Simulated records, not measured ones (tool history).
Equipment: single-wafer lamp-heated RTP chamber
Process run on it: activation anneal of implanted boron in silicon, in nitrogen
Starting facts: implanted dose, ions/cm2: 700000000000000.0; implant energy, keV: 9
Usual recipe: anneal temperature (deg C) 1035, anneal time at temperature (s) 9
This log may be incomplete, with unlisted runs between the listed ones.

run    hour  anneal temperature (deg C)  anneal time at temperature (s)  read-back reference wafer on the same gauge, sheet resistance  sheet resistance of the implanted and annealed layer (ohm/square)
  1       0                        1057                              13                                                         169.99                                                              172.8
  2    33.9                        1035                               9                                                         169.96                                                             175.77
  3    84.5                        1035                               9                                                            170                                                              175.8
      104.3  -- reflector plate cleaned
  4   117.6                        1035                               9                                                         170.06                                                             175.34
        138  -- pyrometer window cleaned and pyrometer calibrated
  5     151                        1035                               5                                                         169.93                                                              178.4
  6   206.9                        1035                               5                                                            170                                                             177.83
  7   254.4                        1035                               5                                                         169.92                                                             177.71
  8   286.6                        1051                               9                                                         169.99                                                             174.97
  9   347.9                        1051                               9                                                         170.05                                                             174.93
      363.4  -- reflector plate cleaned
 10   396.6                        1021                               9                                                         170.02                                                             177.17
 11   437.2                        1035                               8                                                         169.92                                                             176.26
      491.9  -- gauge calibrated
 12   504.9                        1035                               8                                                         169.97                                                             175.99
        515  -- pyrometer window cleaned and pyrometer calibrated
 13   560.2                        1035                               8                                                         170.07                                                             176.78
      623.4  -- reflector plate cleaned
 14   629.6                        1020                               9                                                         170.02                                                             177.17
 15     665                        1050                               6                                                         169.95                                                             176.02
 16   702.2                        1025                              12                                                          169.9                                                             176.29
 17   730.1                        1035                               9                                                         170.08                                                             175.86
 18   785.2                        1051                               9                                                          170.1                                                             174.56
 19   812.6                        1049                              13                                                         170.05                                                             173.68
      853.6  -- reflector plate cleaned
 20   865.5                        1059                               9                                                         169.93                                                             173.86
      891.1  -- pyrometer window cleaned and pyrometer calibrated
 21   905.7                        1056                              10                                                            170                                                             174.57
 22     971                        1010                              13                                                         170.02                                                             178.44
 23  1015.5                        1053                              12                                                         169.97                                                             173.92
 24    1055                        1035                               9                                                         170.05                                                             175.93
     1075.5  -- reflector plate cleaned
 25  1108.8                        1061                               4                                                         169.91                                                             175.72
 26  1158.6                        1035                               9                                                         169.89                                                             175.64
 27  1205.7                        1019                              14                                                         170.17                                                             175.75
     1217.7  -- gauge calibrated
 28  1229.7                        1011                              11                                                         169.88                                                             177.76
 29  1256.1                        1052                               6                                                         170.04                                                             175.25

What if the next run were any one of these 5? Each begins from the tool's condition after run 29:
  A  1256.5                        1035                               9                                                              ?                                                                  ?
  B  1256.5                        1035                               6                                                              ?                                                                  ?
  C  1256.5                        1063                               9                                                              ?                                                                  ?
  D  1256.5                        1019                              11                                                              ?                                                                  ?
  E  1256.5                        1012                              12                                                              ?                                                                  ?

run  read-back reference wafer on the same gauge, sheet resistance  sheet resistance of the implanted and annealed layer (ohm/square)
  A                                                         169.97                                                             175.66
  B                                                         169.97                                                             176.68
  C                                                         169.97                                                             173.32
  D                                                         169.97                                                             176.59
  E                                                         169.97                                                             177.18
Had the tool no hidden state, the same runs would have come out as:
run  sheet resistance of the implanted and annealed layer (ohm/square)
  A                                                             176.68
  B                                                              177.7
  C                                                             174.26
  D                                                             178.03
  E                                                             178.92

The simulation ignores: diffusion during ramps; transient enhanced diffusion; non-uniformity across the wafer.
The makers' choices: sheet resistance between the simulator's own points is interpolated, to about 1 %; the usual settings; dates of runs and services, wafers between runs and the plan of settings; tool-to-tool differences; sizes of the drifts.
